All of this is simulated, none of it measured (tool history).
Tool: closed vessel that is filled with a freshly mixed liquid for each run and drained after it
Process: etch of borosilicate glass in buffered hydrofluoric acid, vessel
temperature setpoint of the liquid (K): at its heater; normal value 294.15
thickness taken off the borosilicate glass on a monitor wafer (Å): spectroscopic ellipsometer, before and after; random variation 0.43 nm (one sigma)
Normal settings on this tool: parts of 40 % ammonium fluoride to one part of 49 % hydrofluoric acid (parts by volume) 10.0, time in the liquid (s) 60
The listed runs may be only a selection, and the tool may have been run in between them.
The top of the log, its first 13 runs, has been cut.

| run | hour | temperature setpoint of the liquid (K) | parts of 40 % ammonium fluoride to one part of 49 % hydrofluoric acid (parts by volume) | time in the liquid (s) | wafers since the last listed run | hours since the thermometer was replaced | hours since the hydrofluoric acid flow meter was replaced | hours since the gauge calibration | read-back film thickness of the borosilicate glass reference wafer, read on the same gauge (nm) | thickness taken off the borosilicate glass on a monitor wafer (Å) |
|---|---|---|---|---|---|---|---|---|---|---|
| 14 | 1325.4 | 292.65 | 7.5 | 30 | 8112 | 2485.7 | 579.4 | 810.5 | 67.79 | 385.1 |
| 15 | 1363.4 | 294.15 | 6.0 | 60 | 3773 | 2523.7 | 617.4 | 848.5 | 67.77 | 1032.3 |
| 16 | 1400.3 | 294.15 | 7.0 | 60 | 3663 | 2560.6 | 654.3 | 885.4 | 67.72 | 899.0 |
|  | 1461.7 | thermometer replaced |
| 17 | 1474.4 | 298.15 | 13.5 | 60 | 7258 | 12.7 | 728.4 | 959.5 | 67.50 | 589.2 |
|  | 1535.4 | hydrofluoric acid flow meter replaced |
| 18 | 1578.3 | 294.15 | 10.0 | 60 | 10217 | 116.6 | 42.9 | 1063.4 | 67.31 | 633.3 |
| 19 | 1635.9 | 294.15 | 10.0 | 60 | 5719 | 174.2 | 100.5 | 1121.0 | 67.24 | 635.9 |
| 20 | 1682.4 | 291.65 | 13.5 | 95 | 4617 | 220.7 | 147.0 | 1167.5 | 67.14 | 651.7 |
| 21 | 1760.7 | 294.15 | 10.0 | 80 | 7774 | 299.0 | 225.3 | 1245.8 | 67.02 | 849.6 |
| 22 | 1803.3 | 298.65 | 10.0 | 80 | 4229 | 341.6 | 267.9 | 1288.4 | 66.85 | 1067.4 |
| 23 | 1866.7 | 294.15 | 10.0 | 60 | 6295 | 405.0 | 331.3 | 1351.8 | 66.77 | 631.1 |
| 24 | 1956.7 | 296.15 | 10.0 | 85 | 8936 | 495.0 | 421.3 | 1441.8 | 66.56 | 986.7 |
| 25 | 2057.9 | 291.15 | 12.0 | 85 | 10048 | 596.2 | 522.5 | 1543.0 | 66.42 | 637.3 |
| 26 | 2096.5 | 294.15 | 10.0 | 60 | 3832 | 634.8 | 561.1 | 1581.6 | 66.27 | 626.6 |
| 27 | 2175.3 | 294.15 | 12.0 | 60 | 7824 | 713.6 | 639.9 | 1660.4 | 66.17 | 523.7 |
| 28 | 2220.5 | 294.15 | 10.0 | 60 | 4487 | 758.8 | 685.1 | 1705.6 | 66.11 | 623.6 |
| 29 | 2274.4 | 294.15 | 10.0 | 60 | 5351 | 812.7 | 739.0 | 1759.5 | 65.95 | 622.7 |
|  | 2317.3 | hydrofluoric acid flow meter replaced |
| 30 | 2336.9 | 291.65 | 10.0 | 95 | 6106 | 875.2 | 19.6 | 1822.0 | 65.87 | 855.0 |
| 31 | 2376.9 | 291.65 | 14.0 | 50 | 3971 | 915.2 | 59.6 | 1862.0 | 65.76 | 322.1 |

Predict each of these 5 candidate next runs independently; none follows another, all start after run 31:
| A | 2377.6 | 294.15 | 10.0 | 60 | 69 | 915.9 | 60.3 | 1862.7 | ? | ? |
| B | 2377.6 | 297.15 | 12.0 | 60 | 69 | 915.9 | 60.3 | 1862.7 | ? | ? |
| C | 2377.6 | 297.15 | 14.0 | 90 | 69 | 915.9 | 60.3 | 1862.7 | ? | ? |
| D | 2377.6 | 290.65 | 10.0 | 60 | 69 | 915.9 | 60.3 | 1862.7 | ? | ? |
| E | 2377.6 | 294.15 | 8.0 | 85 | 69 | 915.9 | 60.3 | 1862.7 | ? | ? |

| run | read-back film thickness of the borosilicate glass reference wafer, read on the same gauge (nm) | thickness taken off the borosilicate glass on a monitor wafer (Å) |
|---|---|---|
| A | 65.76 | 618.9 |
| B | 65.76 | 607.8 |
| C | 65.76 | 782.9 |
| D | 65.76 | 510.5 |
| E | 65.76 | 1068.9 |
What these runs would have given with no unlogged condition in the tool:
| run | thickness taken off the borosilicate glass on a monitor wafer (Å) |
|---|---|
| A | 658.7 |
| B | 646.9 |
| C | 833.2 |
| D | 543.4 |
| E | 1137.7 |

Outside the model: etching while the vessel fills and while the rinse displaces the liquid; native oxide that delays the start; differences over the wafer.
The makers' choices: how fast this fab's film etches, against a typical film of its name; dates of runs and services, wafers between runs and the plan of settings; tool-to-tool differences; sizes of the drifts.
